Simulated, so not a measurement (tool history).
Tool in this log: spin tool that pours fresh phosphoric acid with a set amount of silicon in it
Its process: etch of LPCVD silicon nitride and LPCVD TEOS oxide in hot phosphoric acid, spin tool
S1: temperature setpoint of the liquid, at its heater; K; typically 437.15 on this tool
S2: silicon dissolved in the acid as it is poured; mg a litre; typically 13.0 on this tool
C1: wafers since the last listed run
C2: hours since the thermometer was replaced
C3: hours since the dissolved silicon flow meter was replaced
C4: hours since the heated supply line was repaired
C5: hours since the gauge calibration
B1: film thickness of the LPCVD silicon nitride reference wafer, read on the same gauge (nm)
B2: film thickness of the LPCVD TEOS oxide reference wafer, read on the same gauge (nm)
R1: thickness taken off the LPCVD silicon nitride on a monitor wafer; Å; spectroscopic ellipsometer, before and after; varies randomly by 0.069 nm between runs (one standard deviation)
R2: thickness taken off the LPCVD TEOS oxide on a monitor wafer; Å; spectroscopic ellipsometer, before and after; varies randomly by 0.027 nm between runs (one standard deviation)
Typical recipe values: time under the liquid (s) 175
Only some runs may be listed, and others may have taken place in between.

Run 1, hour 0.0: usual settings but S2 20.0 mg a litre; C1 0; C2 2547.8; C3 1010.9; C4 587.3; C5 1373.0; B1 50.00; B2 139.979. Result: R1 178.7 Å, R2 10.20 Å.
Run 2, hour 93.9: usual settings but S1 438.15 K; C1 575; C2 2641.7; C3 1104.8; C4 681.2; C5 1466.9; B1 50.01; B2 139.960. Result: R1 184.8 Å, R2 12.99 Å.
Run 3, hour 151.3: usual settings but S2 5.0 mg a litre; C1 351; C2 2699.1; C3 1162.2; C4 738.6; C5 1524.3; B1 49.98; B2 140.038. Result: R1 177.8 Å, R2 14.70 Å.
Run 4, hour 196.3: usual settings; C1 275; C2 2744.1; C3 1207.2; C4 783.6; C5 1569.3; B1 49.99; B2 140.001. Result: R1 177.1 Å, R2 12.63 Å.
At hour 227.9: thermometer replaced.
Run 5, hour 253.4: usual settings; C1 343; C2 25.5; C3 1264.3; C4 840.7; C5 1626.4; B1 50.00; B2 139.972. Result: R1 177.2 Å, R2 12.04 Å.
At hour 315.6: dissolved silicon flow meter replaced.
Run 6, hour 568.2: usual settings but S1 436.15 K; C1 1921; C2 340.3; C3 252.6; C4 1155.5; C5 1941.2; B1 49.98; B2 140.015. Result: R1 169.2 Å, R2 11.05 Å.
Run 7, hour 613.0: usual settings but S1 438.65 K, S2 20.5 mg a litre, time under the liquid (s) 255; C1 274; C2 385.1; C3 297.4; C4 1200.3; C5 1986.0; B1 49.98; B2 139.968. Result: R1 267.9 Å, R2 15.61 Å.
Run 8, hour 691.5: usual settings; C1 480; C2 463.6; C3 375.9; C4 1278.8; C5 2064.5; B1 50.01; B2 140.002. Result: R1 174.2 Å, R2 11.80 Å.
At hour 724.6: heated supply line repaired.
Run 9, hour 735.4: usual settings but S1 439.15 K, time under the liquid (s) 215; C1 262; C2 507.5; C3 419.8; C4 10.8; C5 2108.4; B1 50.00; B2 139.957. Result: R1 221.9 Å, R2 15.70 Å.
Run 10, hour 822.5: usual settings but S1 435.65 K, S2 5.5 mg a litre, time under the liquid (s) 265; C1 533; C2 594.6; C3 506.9; C4 97.9; C5 2195.5; B1 50.02; B2 140.000. Result: R1 242.6 Å, R2 17.17 Å.
At hour 911.3: gauge calibrated.
Run 11, hour 918.6: usual settings; C1 588; C2 690.7; C3 603.0; C4 194.0; C5 7.3; B1 50.03; B2 139.957. Result: R1 169.1 Å, R2 10.86 Å.
Run 12, hour 997.9: usual settings but S1 436.15 K, S2 21.5 mg a litre; C1 485; C2 770.0; C3 682.3; C4 273.3; C5 86.6; B1 50.01; B2 140.012. Result: R1 161.7 Å, R2 7.85 Å.
Run 13, hour 1071.7: usual settings but S1 436.15 K, S2 19.5 mg a litre, time under the liquid (s) 215; C1 451; C2 843.8; C3 756.1; C4 347.1; C5 160.4; B1 50.02; B2 140.025. Result: R1 197.0 Å, R2 10.44 Å.
At hour 1079.4: heated supply line repaired, repeated, since the last time left the tool worse.
Run 14, hour 1177.6: usual settings but S1 435.65 K, S2 10.0 mg a litre, time under the liquid (s) 105; C1 642; C2 949.7; C3 862.0; C4 98.2; C5 266.3; B1 50.01; B2 140.003. Result: R1 104.4 Å, R2 7.69 Å.
Run 15, hour 1234.1: usual settings but S2 4.0 mg a litre; C1 346; C2 1006.2; C3 918.5; C4 154.7; C5 322.8; B1 50.01; B2 140.024. Result: R1 183.1 Å, R2 15.58 Å.
Run 16, hour 1307.9: usual settings but S1 436.15 K, time under the liquid (s) 225; C1 451; C2 1080.0; C3 992.3; C4 228.5; C5 396.6; B1 50.02; B2 140.001. Result: R1 225.5 Å, R2 15.34 Å.
Run 17, hour 1378.2: usual settings but S2 17.0 mg a litre; C1 430; C2 1150.3; C3 1062.6; C4 298.8; C5 466.9; B1 50.01; B2 140.009. Result: R1 180.6 Å, R2 11.47 Å.
Run 18, hour 1438.4: usual settings; C1 368; C2 1210.5; C3 1122.8; C4 359.0; C5 527.1; B1 50.02; B2 139.984. Result: R1 181.4 Å, R2 13.18 Å.
Run 19, hour 1483.1: usual settings but time under the liquid (s) 70; C1 273; C2 1255.2; C3 1167.5; C4 403.7; C5 571.8; B1 49.99; B2 139.997. Result: R1 72.1 Å, R2 5.14 Å.
Run 20, hour 1585.7: usual settings; C1 628; C2 1357.8; C3 1270.1; C4 506.3; C5 674.4; B1 50.00; B2 139.928. Result: R1 178.2 Å, R2 12.63 Å.
Run 21, hour 1674.4: usual settings but S1 436.15 K, S2 18.0 mg a litre, time under the liquid (s) 250; C1 543; C2 1446.5; C3 1358.8; C4 595.0; C5 763.1; B1 50.01; B2 139.966. Result: R1 247.2 Å, R2 13.93 Å.

Below are 5 alternative next runs, each starting from the tool's condition after run 21. Predict each:
Run A, hour 1674.9: usual settings but S1 435.15 K; C1 3; C2 1447.0; C3 1359.3; C4 595.5; C5 763.6; B1 ?; B2 ?. Result: R1 ?, R2 ?.
Run B, hour 1674.9: usual settings but S1 438.15 K, time under the liquid (s) 250; C1 3; C2 1447.0; C3 1359.3; C4 595.5; C5 763.6; B1 ?; B2 ?. Result: R1 ?, R2 ?.
Run C, hour 1674.9: usual settings but S2 7.5 mg a litre, time under the liquid (s) 125; C1 3; C2 1447.0; C3 1359.3; C4 595.5; C5 763.6; B1 ?; B2 ?. Result: R1 ?, R2 ?.
Run D, hour 1674.9: usual settings but S1 435.15 K, S2 16.5 mg a litre; C1 3; C2 1447.0; C3 1359.3; C4 595.5; C5 763.6; B1 ?; B2 ?. Result: R1 ?, R2 ?.
Run E, hour 1674.9: usual settings but S1 434.65 K, time under the liquid (s) 220; C1 3; C2 1447.0; C3 1359.3; C4 595.5; C5 763.6; B1 ?; B2 ?. Result: R1 ?, R2 ?.

run     B1       B2     R1     R2
  A  50.02  140.053  166.4  11.37
  B  50.02  140.053  262.6  20.22
  C  50.02  140.053  127.0  10.63
  D  50.02  140.053  166.4  10.42
  E  50.02  140.053  205.7  13.77
With no hidden state in the tool, these same runs would have given:
run     R1     R2
  A  170.3  11.97
  B  268.7  21.28
  C  130.0  11.19
  D  170.3  10.97
  E  210.6  14.50
